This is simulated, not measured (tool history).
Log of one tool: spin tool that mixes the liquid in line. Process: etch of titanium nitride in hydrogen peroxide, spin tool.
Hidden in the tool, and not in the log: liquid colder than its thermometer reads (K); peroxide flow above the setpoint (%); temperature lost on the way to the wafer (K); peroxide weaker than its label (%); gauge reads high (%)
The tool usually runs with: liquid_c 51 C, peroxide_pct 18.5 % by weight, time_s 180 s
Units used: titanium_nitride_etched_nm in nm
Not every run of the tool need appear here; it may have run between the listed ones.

| run | hour | liquid_c | peroxide_pct | time_s | wafers since the last listed run | hours since the thermometer was replaced | hours since the peroxide flow meter was replaced | hours since the heated supply line was repaired | hours since the drum of peroxide was connected | hours since the gauge calibration | read-back film thickness of the titanium nitride reference wafer, read on the same gauge (nm) | titanium_nitride_etched_nm |
|---|---|---|---|---|---|---|---|---|---|---|---|---|
| 1 | 0 | 51 | 21 | 155 | 0 | 423.4 | 1667.8 | 51.2 | 1084.5 | 478.3 | 130.009 | 4.277 |
| 2 | 25.8 | 51 | 18.5 | 180 | 200 | 449.2 | 1693.6 | 77 | 1110.3 | 504.1 | 129.997 | 4.814 |
| 3 | 60.1 | 51 | 15.5 | 210 | 266 | 483.5 | 1727.9 | 111.3 | 1144.6 | 538.4 | 129.97 | 5.401 |
| 4 | 83.7 | 54 | 20 | 135 | 183 | 507.1 | 1751.5 | 134.9 | 1168.2 | 562 | 129.995 | 4.548 |
|  | 93 | gauge calibrated |
| 5 | 103.8 | 47.5 | 22 | 140 | 156 | 527.2 | 1771.6 | 155 | 1188.3 | 10.8 | 130.019 | 3.011 |
|  | 114.2 | thermometer replaced |
| 6 | 123.8 | 51 | 18.5 | 180 | 147 | 9.6 | 1791.6 | 175 | 1208.3 | 30.8 | 129.996 | 4.795 |
| 7 | 153 | 51 | 18.5 | 215 | 227 | 38.8 | 1820.8 | 204.2 | 1237.5 | 60 | 129.974 | 5.764 |
| 8 | 180.2 | 44 | 18.5 | 275 | 211 | 66 | 1848 | 231.4 | 1264.7 | 87.2 | 130.021 | 4.422 |
| 9 | 209.4 | 51 | 18.5 | 180 | 227 | 95.2 | 1877.2 | 260.6 | 1293.9 | 116.4 | 130.002 | 4.809 |
| 10 | 242 | 51 | 18.5 | 180 | 253 | 127.8 | 1909.8 | 293.2 | 1326.5 | 149 | 129.994 | 4.781 |
|  | 265.7 | new drum of peroxide connected |
|  | 277.2 | peroxide flow meter replaced |
| 11 | 280.8 | 42.5 | 16.5 | 110 | 286 | 166.6 | 3.6 | 332 | 15.1 | 187.8 | 129.999 | 1.519 |
| 12 | 307.7 | 45 | 18.5 | 70 | 209 | 193.5 | 30.5 | 358.9 | 42 | 214.7 | 129.959 | 1.2 |
| 13 | 333 | 47 | 15.5 | 115 | 196 | 218.8 | 55.8 | 384.2 | 67.3 | 240 | 130.014 | 2.201 |
| 14 | 357.2 | 51 | 18.5 | 210 | 188 | 243 | 80 | 408.4 | 91.5 | 264.2 | 129.991 | 5.572 |
| 15 | 384.9 | 51 | 18.5 | 180 | 215 | 270.7 | 107.7 | 436.1 | 119.2 | 291.9 | 129.996 | 4.799 |
| 16 | 397.3 | 51 | 18.5 | 180 | 96 | 283.1 | 120.1 | 448.5 | 131.6 | 304.3 | 130.06 | 4.786 |
| 17 | 411.1 | 51 | 13.5 | 180 | 107 | 296.9 | 133.9 | 462.3 | 145.4 | 318.1 | 130.017 | 4.481 |
| 18 | 429.7 | 61 | 18.5 | 180 | 144 | 315.5 | 152.5 | 480.9 | 164 | 336.7 | 129.983 | 9.615 |
| 19 | 447.4 | 51 | 18.5 | 180 | 137 | 333.2 | 170.2 | 498.6 | 181.7 | 354.4 | 130.017 | 4.737 |
| 20 | 467.1 | 51 | 22 | 180 | 153 | 352.9 | 189.9 | 518.3 | 201.4 | 374.1 | 129.976 | 4.962 |
| 21 | 494.7 | 51 | 20.5 | 180 | 214 | 380.5 | 217.5 | 545.9 | 229 | 401.7 | 129.95 | 4.84 |
| 22 | 508.5 | 56 | 16 | 135 | 107 | 394.3 | 231.3 | 559.7 | 242.8 | 415.5 | 130.018 | 4.943 |
| 23 | 540.3 | 51 | 18.5 | 235 | 247 | 426.1 | 263.1 | 591.5 | 274.6 | 447.3 | 130.003 | 6.214 |
| 24 | 572.3 | 51 | 15.5 | 180 | 248 | 458.1 | 295.1 | 623.5 | 306.6 | 479.3 | 129.979 | 4.579 |
|  | 591.8 | thermometer replaced |
| 25 | 598.9 | 42 | 14.5 | 110 | 199 | 7.1 | 321.7 | 650.1 | 333.2 | 505.9 | 130.013 | 1.417 |

Forecast each of these 4 alternatives for the next run:
| A | 599.4 | 51 | 18.5 | 180 | 3 | 7.6 | 322.2 | 650.6 | 333.7 | 506.4 | ? | ? |
| B | 599.4 | 42 | 20.5 | 270 | 3 | 7.6 | 322.2 | 650.6 | 333.7 | 506.4 | ? | ? |
| C | 599.4 | 45 | 18.5 | 120 | 3 | 7.6 | 322.2 | 650.6 | 333.7 | 506.4 | ? | ? |
| D | 599.4 | 41.5 | 18.5 | 245 | 3 | 7.6 | 322.2 | 650.6 | 333.7 | 506.4 | ? | ? |

| run | read-back film thickness of the titanium nitride reference wafer, read on the same gauge (nm) | titanium_nitride_etched_nm |
|---|---|---|
| A | 130.017 | 4.747 |
| B | 130.017 | 3.741 |
| C | 130.017 | 2.039 |
| D | 130.017 | 3.197 |
The same runs, with their run-to-run variation unchanged, on a tool lacking any hidden condition would have given:
| run | titanium_nitride_etched_nm |
|---|---|
| A | 4.837 |
| B | 3.816 |
| C | 2.079 |
| D | 3.261 |
